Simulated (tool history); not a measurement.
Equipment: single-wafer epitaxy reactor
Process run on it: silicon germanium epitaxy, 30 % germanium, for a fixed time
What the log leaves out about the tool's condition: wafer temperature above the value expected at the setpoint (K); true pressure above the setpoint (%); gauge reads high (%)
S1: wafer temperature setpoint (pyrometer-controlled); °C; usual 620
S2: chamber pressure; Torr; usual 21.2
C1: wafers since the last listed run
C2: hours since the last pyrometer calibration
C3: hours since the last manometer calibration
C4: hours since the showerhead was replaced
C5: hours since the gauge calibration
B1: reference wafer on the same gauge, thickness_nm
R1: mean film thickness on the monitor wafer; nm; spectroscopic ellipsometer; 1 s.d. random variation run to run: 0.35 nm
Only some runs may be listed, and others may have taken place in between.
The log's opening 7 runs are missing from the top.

| run | hour | S1 | S2 | C1 | C2 | C3 | C4 | C5 | B1 | R1 |
|---|---|---|---|---|---|---|---|---|---|---|
| 8 | 75.3 | 627 | 20.1 | 233 | 2925 | 2521.2 | 8390.1 | 236.1 | 107.111 | 101.389 |
| 9 | 87.7 | 620 | 21.2 | 220 | 2937.4 | 2533.6 | 8402.5 | 248.5 | 107.022 | 91.348 |
| 10 | 97.9 | 620 | 21.2 | 181 | 2947.6 | 2543.8 | 8412.7 | 258.7 | 107.348 | 90.635 |
|  | 113.8 | capacitance manometer re-zeroed and calibrated |
|  | 115.6 | gauge calibrated |
| 11 | 115.6 | 620 | 21.2 | 172 | 2965.3 | 1.8 | 8430.4 | 0 | 107.181 | 91.263 |
| 12 | 128.5 | 620 | 21.2 | 229 | 2978.2 | 14.7 | 8443.3 | 12.9 | 107.604 | 90.761 |
| 13 | 139.9 | 609 | 21.2 | 202 | 2989.6 | 26.1 | 8454.7 | 24.3 | 107.252 | 74.671 |
| 14 | 151.8 | 632 | 21.2 | 211 | 3001.5 | 38 | 8466.6 | 36.2 | 107.288 | 112.727 |
| 15 | 163 | 605 | 22.6 | 199 | 3012.7 | 49.2 | 8477.8 | 47.4 | 107.23 | 70.635 |
|  | 179.4 | pyrometer calibrated |
| 16 | 190.2 | 607 | 21.2 | 341 | 10.8 | 76.4 | 8505 | 74.6 | 107.247 | 71.597 |
|  | 199 | showerhead replaced |
| 17 | 199.8 | 608 | 21.2 | 28 | 20.4 | 86 | 0.8 | 84.2 | 107.406 | 72.827 |
| 18 | 213.1 | 620 | 21.2 | 236 | 33.7 | 99.3 | 14.1 | 97.5 | 107.328 | 91.394 |
| 19 | 219.8 | 611 | 23.6 | 119 | 40.4 | 106 | 20.8 | 104.2 | 107.443 | 80.464 |
| 20 | 229.5 | 616 | 25 | 172 | 50.1 | 115.7 | 30.5 | 113.9 | 107.245 | 89.993 |
| 21 | 236.9 | 625 | 19.3 | 131 | 57.5 | 123.1 | 37.9 | 121.3 | 107.217 | 95.75 |
| 22 | 246.4 | 616 | 21.2 | 169 | 67 | 132.6 | 47.4 | 130.8 | 107.461 | 84.275 |
| 23 | 261.1 | 628 | 24.8 | 261 | 81.7 | 147.3 | 62.1 | 145.5 | 107.132 | 111.713 |

The next listed run, before its measurement:
| 24 | 277.1 | 620 | 21.2 | 284 | 97.7 | 163.3 | 78.1 | 161.5 | ? | ? |

B1: 107.354
R1: 90.608 nm
Minus the tool's unlogged condition, the same run would have read R1 90.608 nm.

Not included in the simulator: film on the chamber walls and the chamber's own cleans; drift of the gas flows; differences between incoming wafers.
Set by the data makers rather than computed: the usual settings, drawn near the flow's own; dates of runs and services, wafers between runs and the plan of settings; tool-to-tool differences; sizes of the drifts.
